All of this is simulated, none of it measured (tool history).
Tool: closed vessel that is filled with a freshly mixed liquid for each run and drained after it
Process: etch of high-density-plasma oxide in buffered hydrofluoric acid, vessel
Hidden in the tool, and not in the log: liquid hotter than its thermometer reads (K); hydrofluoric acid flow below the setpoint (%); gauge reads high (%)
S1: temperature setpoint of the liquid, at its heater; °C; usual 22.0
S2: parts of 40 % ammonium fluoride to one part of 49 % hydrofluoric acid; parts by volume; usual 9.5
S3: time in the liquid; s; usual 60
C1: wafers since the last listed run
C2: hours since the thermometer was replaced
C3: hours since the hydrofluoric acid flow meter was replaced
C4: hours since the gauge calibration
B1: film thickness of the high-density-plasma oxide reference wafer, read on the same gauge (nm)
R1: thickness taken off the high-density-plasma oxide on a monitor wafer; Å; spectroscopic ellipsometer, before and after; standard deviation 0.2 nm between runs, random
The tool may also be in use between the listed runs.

run   hour    S1    S2  S3    C1      C2      C3     C4      B1      R1
  1    0.0  22.0   9.5  40     0  1612.3  1536.5  232.8  120.00   489.4
  2   10.7  22.0   9.5  40   776  1623.0  1547.2  243.5  120.01   487.2
  3   20.9  22.0   9.5  40   740  1633.2  1557.4  253.7  119.98   493.0
  4   28.2  18.5   6.5  60   529  1640.5  1564.7  261.0  119.98   878.5
  5   43.7  18.5   6.5  60  1124  1656.0  1580.2  276.5  120.02   881.0
  6   59.6  18.5   6.5  60  1153  1671.9  1596.1  292.4  120.00   889.7
  7   70.9  22.0   7.5  60   820  1683.2  1607.4  303.7  120.02   932.5
  8   86.2  22.0   7.5  60  1110  1698.5  1622.7  319.0  120.01   937.1
  9   92.3  22.0   7.5  60   442  1704.6  1628.8  325.1  119.99   937.1
      92.5  -- gauge calibrated
 10  104.3  22.0   9.5  60   870  1716.6  1640.8   11.8  120.02   739.8
     105.5  -- thermometer replaced
 11  112.1  22.0   9.5  40   493     6.6  1648.6   19.6  120.02   422.6
 12  128.1  20.0   7.5  95  1161    22.6  1664.6   35.6  120.02  1138.0
 13  143.1  17.0   9.5  30  1088    37.6  1679.6   50.6  120.03   241.1
     152.7  -- hydrofluoric acid flow meter replaced
 14  154.3  27.0  13.0  90   740    48.8     1.6   61.8  119.99   942.4
 15  172.2  17.5   9.5  30  1299    66.7    19.5   79.7  120.02   249.7
 16  185.8  23.5  11.5  80   986    80.3    33.1   93.3  119.99   778.0
 17  202.2  22.0   9.5  95  1190    96.7    49.5  109.7  120.02  1016.1
 18  216.0  22.0   7.0  30  1001   110.5    63.3  123.5  119.99   438.7
 19  229.6  22.0   9.5  60   986   124.1    76.9  137.1  119.97   638.6
 20  247.4  19.5   6.0  30  1291   141.9    94.7  154.9  120.03   434.3
 21  260.6  22.0   6.0  60   957   155.1   107.9  168.1  120.00  1008.8

Some steps in R1 between neighbouring runs. How much of each would the tool show without its hidden state too (settings, what came in, random variation), and how much is left for the hidden state, with any gauge scatter that isn't in both results?
Run 3 -> 4: S1 22.0 -> 18.5, S2 9.5 -> 6.5, S3 40 -> 60. R1 +385.5 Å: hidden state +57.2, all else +328.3.
Run 10 -> 11: S3 60 -> 40, thermometer replaced. R1 -317.2 Å: hidden state -106.5, all else -210.7.
Run 11 -> 12: S1 22.0 -> 20.0, S2 9.5 -> 7.5, S3 40 -> 95. R1 +715.4 Å: hidden state +4.9, all else +710.5.
Run 12 -> 13: S1 20.0 -> 17.0, S2 7.5 -> 9.5, S3 95 -> 30. R1 -896.9 Å: hidden state -5.1, all else -891.8.

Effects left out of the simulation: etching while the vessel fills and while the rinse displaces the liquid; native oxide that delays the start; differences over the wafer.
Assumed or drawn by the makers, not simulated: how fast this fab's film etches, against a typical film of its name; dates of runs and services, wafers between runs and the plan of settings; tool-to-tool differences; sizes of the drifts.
